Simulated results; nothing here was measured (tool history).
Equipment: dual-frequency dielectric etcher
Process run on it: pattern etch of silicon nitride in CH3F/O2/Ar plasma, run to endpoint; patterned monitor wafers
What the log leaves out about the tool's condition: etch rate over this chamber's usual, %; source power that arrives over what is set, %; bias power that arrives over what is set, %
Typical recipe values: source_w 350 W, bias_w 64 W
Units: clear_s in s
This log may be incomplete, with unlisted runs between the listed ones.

run,day,source_w,bias_w,wafers since the last listed run,hours since the last wet clean,hours since the last source power generator calibration,hours since the last bias power generator calibration,hours since the last upper electrode change,"incoming incoming film thickness, nm",clear_s
1,0,350,68,0,127.6,2217.8,4921.8,2625.4,60,91.7
2,0.579,350,68,148,141.5,2231.7,4935.7,2639.3,59.8,90.6
3,1.204,350,68,160,156.5,2246.7,4950.7,2654.3,59.2,87.9
4,1.575,350,64,95,165.4,2255.6,4959.6,2663.2,59.4,90.6
5,3.112,350,64,395,202.3,2292.5,4996.5,2700.1,58.9,89.9
# day 4.267: upper electrode replaced
6,4.288,350,64,44,230.5,2320.7,5024.7,0.5,60,90.4
7,4.304,350,64,4,230.9,2321.1,5025.1,0.9,60.3,89.2
8,4.7,350,64,101,240.4,2330.6,5034.6,10.4,59.6,89.9
9,4.954,280,60,65,246.5,2336.7,5040.7,16.5,59.7,98.1
10,5.654,280,60,179,263.3,2353.5,5057.5,33.3,59.1,97.4
11,5.967,440,52,80,270.8,2361,5065,40.8,60.2,88.5
12,7.508,350,64,396,307.8,2398,5102,77.8,60.1,90.8
13,8.112,410,77,155,322.3,2412.5,5116.5,92.3,59.4,78.4
14,8.396,350,64,72,329.1,2419.3,5123.3,99.1,59.1,86.8
15,8.796,430,69,102,338.7,2428.9,5132.9,108.7,59.5,79.9
16,9.433,380,53,163,354,2444.2,5148.2,124,59.5,90.7
17,9.979,400,77,140,367.1,2457.3,5161.3,137.1,59.8,79.9
18,10.333,430,64,91,375.6,2465.8,5169.8,145.6,59.4,82.8
# day 11.362: wet clean of the chamber
19,11.383,380,64,12,0.5,2491,5195,170.8,60.1,92.9
20,11.4,350,64,4,0.9,2491.4,5195.4,171.2,59.3,94.1
21,11.825,400,64,109,11.1,2501.6,5205.6,181.4,59.3,88.9
22,12.138,350,64,80,18.6,2509.1,5213.1,188.9,59.2,93.2
# day 12.638: source power generator calibrated
# day 12.65: bias power generator calibrated
23,12.671,330,64,90,31.4,0.8,0.5,201.7,59.7,96
24,13.183,280,72,131,43.7,13.1,12.8,214,60.1,97.6
25,13.733,410,52,141,56.9,26.3,26,227.2,59.5,93.2
26,14.275,280,72,139,69.9,39.3,39,240.2,60.4,95.8
27,15.025,280,60,192,87.9,57.3,57,258.2,59.7,102.2
28,15.712,330,54,176,104.4,73.8,73.5,274.7,59.8,100.7
29,16.117,430,51,103,114.1,83.5,83.2,284.4,59.8,93.6
30,16.383,400,78,68,120.5,89.9,89.6,290.8,59.8,83.3
31,16.788,350,60,103,130.2,99.6,99.3,300.5,59.4,93.9
32,17.133,350,64,88,138.5,107.9,107.6,308.8,59.7,92.9
33,17.571,300,70,112,149,118.4,118.1,319.3,59.7,95.4
34,18.108,350,64,138,161.9,131.3,131,332.2,59.4,91.1

Hidden state or all else? Some run-to-run changes of clear_s, split into what the settings, what came in and random variation would give without the hidden state, and what is left for the hidden state (with any gauge scatter that isn't in both results):
Run 11 -> 12: source_w 440 -> 350, bias_w 52 -> 64. clear_s +2.3 s: hidden state -0.6, all else +2.9.
Run 12 -> 13: source_w 350 -> 410, bias_w 64 -> 77. clear_s -12.4 s: hidden state +0.5, all else -12.9.
Run 15 -> 16: source_w 430 -> 380, bias_w 69 -> 53. clear_s +10.8 s: hidden state -0.7, all else +11.5.
Run 16 -> 17: source_w 380 -> 400, bias_w 53 -> 77. clear_s -10.8 s: hidden state +0.3, all else -11.1.
Run 18 -> 19: source_w 430 -> 380, wet clean of the chamber. clear_s +10.1 s: hidden state +5.5, all else +4.6.

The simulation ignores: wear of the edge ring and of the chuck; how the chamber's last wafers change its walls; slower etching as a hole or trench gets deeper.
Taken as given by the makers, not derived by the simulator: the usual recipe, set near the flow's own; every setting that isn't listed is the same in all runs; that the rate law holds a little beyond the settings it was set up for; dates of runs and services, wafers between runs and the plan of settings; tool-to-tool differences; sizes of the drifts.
